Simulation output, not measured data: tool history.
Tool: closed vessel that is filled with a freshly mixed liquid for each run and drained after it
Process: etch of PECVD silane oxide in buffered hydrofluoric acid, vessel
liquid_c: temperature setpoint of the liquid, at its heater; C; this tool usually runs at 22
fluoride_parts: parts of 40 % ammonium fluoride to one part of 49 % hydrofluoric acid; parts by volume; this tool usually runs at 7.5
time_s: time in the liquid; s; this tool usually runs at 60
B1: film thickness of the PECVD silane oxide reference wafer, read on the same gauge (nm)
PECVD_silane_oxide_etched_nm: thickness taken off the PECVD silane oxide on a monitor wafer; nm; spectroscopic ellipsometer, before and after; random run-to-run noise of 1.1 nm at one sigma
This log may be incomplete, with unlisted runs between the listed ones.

Run 1, hour 0: usual settings but fluoride_parts 6 parts by volume; B1 130.01. Result: PECVD_silane_oxide_etched_nm 302.09 nm.
Run 2, hour 44.7: usual settings; B1 130. Result: PECVD_silane_oxide_etched_nm 247.5 nm.
Run 3, hour 116: usual settings; B1 129.98. Result: PECVD_silane_oxide_etched_nm 248.04 nm.
Run 4, hour 151.2: usual settings; B1 129.99. Result: PECVD_silane_oxide_etched_nm 247.46 nm.
Run 5, hour 203: usual settings; B1 130. Result: PECVD_silane_oxide_etched_nm 250.08 nm.
Run 6, hour 238.1: usual settings; B1 130. Result: PECVD_silane_oxide_etched_nm 247.5 nm.
Run 7, hour 296.9: usual settings but time_s 40 s; B1 129.97. Result: PECVD_silane_oxide_etched_nm 165.63 nm.
Run 8, hour 328.6: usual settings but time_s 40 s; B1 130.01. Result: PECVD_silane_oxide_etched_nm 166.6 nm.
Run 9, hour 394.2: usual settings; B1 129.99. Result: PECVD_silane_oxide_etched_nm 251 nm.
Run 10, hour 434.7: usual settings; B1 130.01. Result: PECVD_silane_oxide_etched_nm 250.94 nm.
At hour 484.5: thermometer replaced.
Run 11, hour 489.2: usual settings; B1 129.99. Result: PECVD_silane_oxide_etched_nm 250.96 nm.
Run 12, hour 547.7: usual settings; B1 130.01. Result: PECVD_silane_oxide_etched_nm 253.27 nm.
Run 13, hour 614.5: usual settings but fluoride_parts 8.5 parts by volume; B1 130.01. Result: PECVD_silane_oxide_etched_nm 222.59 nm.
Run 14, hour 653.6: usual settings but liquid_c 17.5 C, fluoride_parts 9.5 parts by volume; B1 129.98. Result: PECVD_silane_oxide_etched_nm 153.46 nm.
Run 15, hour 700.5: usual settings but liquid_c 20.5 C, fluoride_parts 10 parts by volume; B1 130. Result: PECVD_silane_oxide_etched_nm 175.28 nm.
At hour 712.9: hydrofluoric acid flow meter replaced.
Run 16, hour 755.9: usual settings; B1 130. Result: PECVD_silane_oxide_etched_nm 241.91 nm.
Run 17, hour 820.8: usual settings but liquid_c 23.5 C, fluoride_parts 6.5 parts by volume; B1 129.99. Result: PECVD_silane_oxide_etched_nm 303.06 nm.
Run 18, hour 888.2: usual settings but liquid_c 23.5 C, fluoride_parts 10 parts by volume, time_s 50 s; B1 130. Result: PECVD_silane_oxide_etched_nm 169.2 nm.
Run 19, hour 924.4: usual settings but liquid_c 20 C, fluoride_parts 10.5 parts by volume, time_s 80 s; B1 130. Result: PECVD_silane_oxide_etched_nm 212.78 nm.
Run 20, hour 993.4: usual settings but liquid_c 17 C, fluoride_parts 5.5 parts by volume; B1 130. Result: PECVD_silane_oxide_etched_nm 244.32 nm.
Run 21, hour 1037.4: usual settings but liquid_c 20.5 C, fluoride_parts 5.5 parts by volume, time_s 50 s; B1 130. Result: PECVD_silane_oxide_etched_nm 251.12 nm.
Run 22, hour 1079.8: usual settings but time_s 50 s; B1 130. Result: PECVD_silane_oxide_etched_nm 205.12 nm.
Run 23, hour 1148.9: usual settings but fluoride_parts 6 parts by volume, time_s 90 s; B1 130. Result: PECVD_silane_oxide_etched_nm 454.01 nm.
Run 24, hour 1203.6: usual settings but liquid_c 19.5 C, fluoride_parts 5.5 parts by volume; B1 130. Result: PECVD_silane_oxide_etched_nm 284.05 nm.
Run 25, hour 1230.5: usual settings but fluoride_parts 6.5 parts by volume, time_s 90 s; B1 130. Result: PECVD_silane_oxide_etched_nm 424.76 nm.
Run 26, hour 1254.7: usual settings but time_s 30 s; B1 129.99. Result: PECVD_silane_oxide_etched_nm 123.27 nm.
Run 27, hour 1295: usual settings but liquid_c 19 C, fluoride_parts 5.5 parts by volume, time_s 80 s; B1 129.99. Result: PECVD_silane_oxide_etched_nm 368.56 nm.
Run 28, hour 1334.5: usual settings but liquid_c 17.5 C, fluoride_parts 9.5 parts by volume; B1 130.01. Result: PECVD_silane_oxide_etched_nm 151.33 nm.
Run 29, hour 1386.4: usual settings but liquid_c 24 C, fluoride_parts 9 parts by volume, time_s 80 s; B1 130. Result: PECVD_silane_oxide_etched_nm 306.13 nm.
Run 30, hour 1443.2: usual settings but liquid_c 18 C, time_s 80 s; B1 130. Result: PECVD_silane_oxide_etched_nm 269.01 nm.
Run 31, hour 1467.7: usual settings but fluoride_parts 10 parts by volume, time_s 40 s; B1 129.97. Result: PECVD_silane_oxide_etched_nm 126.99 nm.
Run 32, hour 1538.7: usual settings; B1 129.99. Result: PECVD_silane_oxide_etched_nm 251.6 nm.
Run 33, hour 1600.6: usual settings but liquid_c 18 C, fluoride_parts 5 parts by volume, time_s 45 s; B1 129.99. Result: PECVD_silane_oxide_etched_nm 217.85 nm.

The tool's hidden state at each run:
liquid colder than its thermometer reads (K): 0 across all the runs
gauge reads high (%): 0 across all the runs
H1: hydrofluoric acid flow above the setpoint (%)
run     H1
  1   1.79
  2      2
  3   2.33
  4    2.5
  5   2.74
  6    2.9
  7   3.18
  8   3.33
  9   3.63
 10   3.82
 11   4.07
 12   4.35
 13   4.66
 14   4.84
 15   5.06
 16  0.466
 17  0.768
 18   1.08
 19   1.25
 20   1.57
 21   1.78
 22   1.97
 23    2.3
 24   2.55
 25   2.68
 26   2.79
 27   2.98
 28   3.16
 29    3.4
 30   3.67
 31   3.78
 32   4.11
 33    4.4

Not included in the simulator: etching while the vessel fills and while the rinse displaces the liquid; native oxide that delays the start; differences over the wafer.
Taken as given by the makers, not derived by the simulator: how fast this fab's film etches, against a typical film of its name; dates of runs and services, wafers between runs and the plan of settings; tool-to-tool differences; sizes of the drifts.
